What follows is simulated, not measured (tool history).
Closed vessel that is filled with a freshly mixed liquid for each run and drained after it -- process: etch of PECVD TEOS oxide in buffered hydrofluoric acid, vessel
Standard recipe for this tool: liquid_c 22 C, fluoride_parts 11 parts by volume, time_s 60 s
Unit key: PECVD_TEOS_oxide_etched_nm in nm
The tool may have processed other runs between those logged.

run	hour	liquid_c	fluoride_parts	time_s	wafers since the last listed run	hours since the thermometer was replaced	hours since the hydrofluoric acid flow meter was replaced	hours since the gauge calibration	read-back film thickness of the PECVD TEOS oxide reference wafer, read on the same gauge (nm)	PECVD_TEOS_oxide_etched_nm
1	0	22	11	85	0	188.7	47.6	552.5	120.03	219.97
2	93	22	11	60	7598	281.7	140.6	645.5	119.95	156.2
3	129.5	22	11	60	2982	318.2	177.1	682	120.02	156.56
4	245.8	22	11	60	9502	434.5	293.4	798.3	120.01	155.97
5	321.7	22	11	60	6201	510.4	369.3	874.2	119.99	158.35
# hour 526.5: gauge calibrated
6	577.6	22	11	60	20908	766.3	625.2	51.1	119.99	160.78
7	678.8	22	11	60	8268	867.5	726.4	152.3	119.98	160.81
# hour 681.1: thermometer replaced
8	726.5	22	11	60	3815	45.4	774.1	200	119.96	153.61
9	781.6	22	11	60	4501	100.5	829.2	255.1	120	154.68
10	851.9	17.5	15.5	60	5743	170.8	899.5	325.4	120.02	85.77
11	951.2	22	11	60	8113	270.1	998.8	424.7	119.99	155.48
# hour 1025: hydrofluoric acid flow meter replaced
12	1040.6	23.5	11	60	7222	359.5	15.6	514.1	120	169.77
13	1083.2	22	7.5	60	3480	402.1	58.2	556.7	120	226.4
14	1167.2	17	12	40	6863	486.1	142.2	640.7	120.05	73.03
15	1229.6	19	8.5	40	5098	548.5	204.6	703.1	119.99	112.7
16	1282.9	22	9.5	70	4354	601.8	257.9	756.4	120.01	211.84
17	1342.9	22	9.5	70	4902	661.8	317.9	816.4	120.02	211.99

Below are 3 alternative next runs, each starting from the tool's condition after run 17. Predict each:
A	1343.6	22	11	60	57	662.5	318.6	817.1	?	?
B	1343.6	22	7.5	45	57	662.5	318.6	817.1	?	?
C	1343.6	19.5	14.5	60	57	662.5	318.6	817.1	?	?

run	read-back film thickness of the PECVD TEOS oxide reference wafer, read on the same gauge (nm)	PECVD_TEOS_oxide_etched_nm
A	120.04	160.67
B	120.04	172.14
C	120.04	106.73
The same runs, with their run-to-run variation unchanged, on a tool lacking any hidden condition would have given:
run	PECVD_TEOS_oxide_etched_nm
A	152.64
B	163.56
C	101.31
